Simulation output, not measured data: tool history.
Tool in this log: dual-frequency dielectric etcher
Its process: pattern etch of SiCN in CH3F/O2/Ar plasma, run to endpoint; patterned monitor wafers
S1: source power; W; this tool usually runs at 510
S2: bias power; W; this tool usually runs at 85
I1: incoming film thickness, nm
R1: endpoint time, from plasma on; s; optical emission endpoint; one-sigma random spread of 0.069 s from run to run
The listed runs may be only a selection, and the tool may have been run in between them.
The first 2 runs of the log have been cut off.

run,hour,S1,S2,I1,R1
3,98.7,510,76,8.82,21.6
4,130.5,510,102,8.70,19.3
# hour 162.2: wet clean of the chamber
5,261.7,510,85,8.87,21.7
6,311.6,510,85,8.77,21.2
7,380.6,510,94,8.82,20.5
8,408.5,510,94,8.74,20.4
9,455.9,510,94,8.77,20.3
10,506.6,510,85,8.80,21.0
11,542.2,510,85,8.88,21.1
12,570.2,510,85,8.72,20.7
13,631.1,510,85,8.83,20.7
# hour 683.0: upper electrode replaced
14,697.7,460,85,8.78,21.8
# hour 751.3: wet clean of the chamber
15,751.8,510,91,8.75,20.9
16,766.6,600,98,8.78,18.8
17,831.3,610,99,8.81,18.6
18,875.1,510,85,8.77,21.2

What does the tool deliver on the next run?
19,927.6,380,93,8.76,?

R1: 23.9 s
Were there no unlogged condition in the tool, this run, its random variation unchanged, would have produced R1 24.6 s.
